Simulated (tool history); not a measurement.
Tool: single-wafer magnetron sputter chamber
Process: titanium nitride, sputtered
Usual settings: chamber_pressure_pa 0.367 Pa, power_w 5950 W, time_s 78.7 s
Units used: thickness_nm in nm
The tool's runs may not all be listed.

| run | hour | chamber_pressure_pa | power_w | time_s | read-back reference wafer on the same gauge, thickness_nm | thickness_nm |
|---|---|---|---|---|---|---|
| 1 | 0 | 0.367 | 5950 | 78.7 | 85.87 | 87.554 |
| 2 | 24.5 | 0.367 | 5950 | 78.7 | 85.753 | 87.548 |
| 3 | 37.7 | 0.367 | 5950 | 78.7 | 85.91 | 88.259 |
| 4 | 59.1 | 0.367 | 6900 | 89.8 | 85.787 | 115.619 |
| 5 | 72.5 | 0.367 | 5950 | 78.7 | 85.827 | 88.335 |
| 6 | 101.3 | 0.367 | 5950 | 78.7 | 85.743 | 88.213 |
|  | 127 | gauge calibrated |
| 7 | 133.3 | 0.367 | 5950 | 78.7 | 85.742 | 87.729 |
| 8 | 158.1 | 0.367 | 5950 | 78.7 | 85.835 | 87.502 |
| 9 | 175.3 | 0.367 | 5950 | 78.7 | 85.757 | 87.814 |
| 10 | 200.2 | 0.367 | 5950 | 78.7 | 85.9 | 88.414 |
|  | 244.9 | sputter target and shields replaced |
| 11 | 252.6 | 0.367 | 5950 | 78.7 | 85.95 | 87.55 |
| 12 | 276.4 | 0.473 | 6350 | 84.7 | 85.772 | 93.76 |
| 13 | 306.6 | 0.367 | 5950 | 84.6 | 85.718 | 94.52 |
| 14 | 319.5 | 0.367 | 5950 | 78.7 | 85.73 | 87.872 |
| 15 | 343.5 | 0.425 | 6750 | 89.2 | 85.853 | 109.145 |
| 16 | 362.9 | 0.367 | 6900 | 89.8 | 85.752 | 116.197 |
|  | 393.1 | capacitance manometer re-zeroed and calibrated |
| 17 | 393.6 | 0.367 | 7400 | 78.7 | 85.897 | 110.087 |
|  | 409 | gauge calibrated |
|  | 412.8 | magnet pack replaced |
| 18 | 423.7 | 0.261 | 7250 | 78.7 | 85.964 | 114.425 |
| 19 | 452.4 | 0.367 | 4850 | 90 | 85.847 | 81.517 |
| 20 | 528.3 | 0.465 | 4650 | 67.5 | 85.718 | 55.532 |

Branching from run 20: 3 alternative next runs. What would each branch give?
| A | 528.7 | 0.367 | 5950 | 88.3 | ? | ? |
| B | 528.7 | 0.367 | 5950 | 91.9 | ? | ? |
| C | 528.7 | 0.472 | 5950 | 63.1 | ? | ? |

| run | read-back reference wafer on the same gauge, thickness_nm | thickness_nm |
|---|---|---|
| A | 85.888 | 98.801 |
| B | 85.888 | 102.829 |
| C | 85.888 | 66.142 |
With the hidden condition removed and each run's random variation left untouched, the same runs would have given:
| run | thickness_nm |
|---|---|
| A | 98.801 |
| B | 102.829 |
| C | 66.142 |
